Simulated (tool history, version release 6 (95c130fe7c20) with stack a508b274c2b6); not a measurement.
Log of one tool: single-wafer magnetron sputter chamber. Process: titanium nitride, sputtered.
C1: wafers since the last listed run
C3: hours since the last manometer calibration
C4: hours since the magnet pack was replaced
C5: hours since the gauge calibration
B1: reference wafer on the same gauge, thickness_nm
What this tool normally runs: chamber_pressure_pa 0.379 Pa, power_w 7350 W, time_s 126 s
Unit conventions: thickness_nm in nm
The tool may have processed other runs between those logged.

{"run": 1, "day": 0.0, "chamber_pressure_pa": 0.379, "power_w": 7350, "time_s": 126, "C1": 0, "wafers on the sputter target": 3784, "C3": 2029.7, "C4": 3759.3, "C5": 85.5, "B1": 163.965, "thickness_nm": 184.283}
{"run": 2, "day": 0.404, "chamber_pressure_pa": 0.379, "power_w": 7350, "time_s": 126, "C1": 152, "wafers on the sputter target": 3937, "C3": 2039.4, "C4": 3769.0, "C5": 95.2, "B1": 163.931, "thickness_nm": 185.051}
{"run": 3, "day": 0.679, "chamber_pressure_pa": 0.379, "power_w": 7350, "time_s": 126, "C1": 103, "wafers on the sputter target": 4041, "C3": 2046.0, "C4": 3775.6, "C5": 101.8, "B1": 164.05, "thickness_nm": 185.438}
{"day": 2.45, "done": "capacitance manometer re-zeroed and calibrated"}
{"run": 4, "day": 2.471, "chamber_pressure_pa": 0.379, "power_w": 7350, "time_s": 126, "C1": 551, "wafers on the sputter target": 4592, "C3": 0.5, "C4": 3818.6, "C5": 144.8, "B1": 163.961, "thickness_nm": 184.537}
{"run": 5, "day": 2.867, "chamber_pressure_pa": 0.379, "power_w": 7350, "time_s": 126, "C1": 149, "wafers on the sputter target": 4742, "C3": 10.0, "C4": 3828.1, "C5": 154.3, "B1": 164.025, "thickness_nm": 185.301}
{"run": 6, "day": 3.15, "chamber_pressure_pa": 0.379, "power_w": 7350, "time_s": 126, "C1": 107, "wafers on the sputter target": 4849, "C3": 16.8, "C4": 3834.9, "C5": 161.1, "B1": 164.035, "thickness_nm": 186.001}
{"run": 7, "day": 3.833, "chamber_pressure_pa": 0.305, "power_w": 7350, "time_s": 126, "C1": 258, "wafers on the sputter target": 5107, "C3": 33.2, "C4": 3851.3, "C5": 177.5, "B1": 163.989, "thickness_nm": 188.446}
{"day": 3.888, "done": "gauge calibrated"}
{"run": 8, "day": 4.162, "chamber_pressure_pa": 0.476, "power_w": 8250, "time_s": 126, "C1": 124, "wafers on the sputter target": 5232, "C3": 41.1, "C4": 3859.2, "C5": 6.6, "B1": 163.963, "thickness_nm": 203.936}
{"run": 9, "day": 4.571, "chamber_pressure_pa": 0.379, "power_w": 8600, "time_s": 150, "C1": 154, "wafers on the sputter target": 5386, "C3": 50.9, "C4": 3869.0, "C5": 16.4, "B1": 164.01, "thickness_nm": 259.968}
{"day": 5.238, "done": "magnet pack replaced"}
{"run": 10, "day": 5.258, "chamber_pressure_pa": 0.379, "power_w": 7350, "time_s": 126, "C1": 133, "wafers on the sputter target": 5520, "C3": 67.4, "C4": 0.5, "C5": 32.9, "B1": 163.983, "thickness_nm": 185.37}
{"run": 11, "day": 5.408, "chamber_pressure_pa": 0.379, "power_w": 7350, "time_s": 126, "C1": 56, "wafers on the sputter target": 5577, "C3": 71.0, "C4": 4.1, "C5": 36.5, "B1": 163.993, "thickness_nm": 186.252}
{"day": 6.054, "done": "sputter target and shields replaced"}
{"run": 12, "day": 6.075, "chamber_pressure_pa": 0.329, "power_w": 7350, "time_s": 126, "C1": 126, "wafers on the sputter target": 7, "C3": 87.0, "C4": 20.1, "C5": 52.5, "B1": 163.976, "thickness_nm": 187.699}
{"run": 13, "day": 6.329, "chamber_pressure_pa": 0.379, "power_w": 7850, "time_s": 112, "C1": 96, "wafers on the sputter target": 103, "C3": 93.1, "C4": 26.2, "C5": 58.6, "B1": 164.015, "thickness_nm": 175.718}
{"run": 14, "day": 6.975, "chamber_pressure_pa": 0.379, "power_w": 8200, "time_s": 126, "C1": 244, "wafers on the sputter target": 348, "C3": 108.6, "C4": 41.7, "C5": 74.1, "B1": 164.057, "thickness_nm": 206.769}
{"run": 15, "day": 7.658, "chamber_pressure_pa": 0.379, "power_w": 7850, "time_s": 112, "C1": 258, "wafers on the sputter target": 606, "C3": 125.0, "C4": 58.1, "C5": 90.5, "B1": 164.023, "thickness_nm": 176.001}

Hidden state, per run?
deposition rate above that of a new target (%): 0 at every run
true argon pressure above the setpoint (%): 0 at every run
gauge reads high (%): 0 at every run

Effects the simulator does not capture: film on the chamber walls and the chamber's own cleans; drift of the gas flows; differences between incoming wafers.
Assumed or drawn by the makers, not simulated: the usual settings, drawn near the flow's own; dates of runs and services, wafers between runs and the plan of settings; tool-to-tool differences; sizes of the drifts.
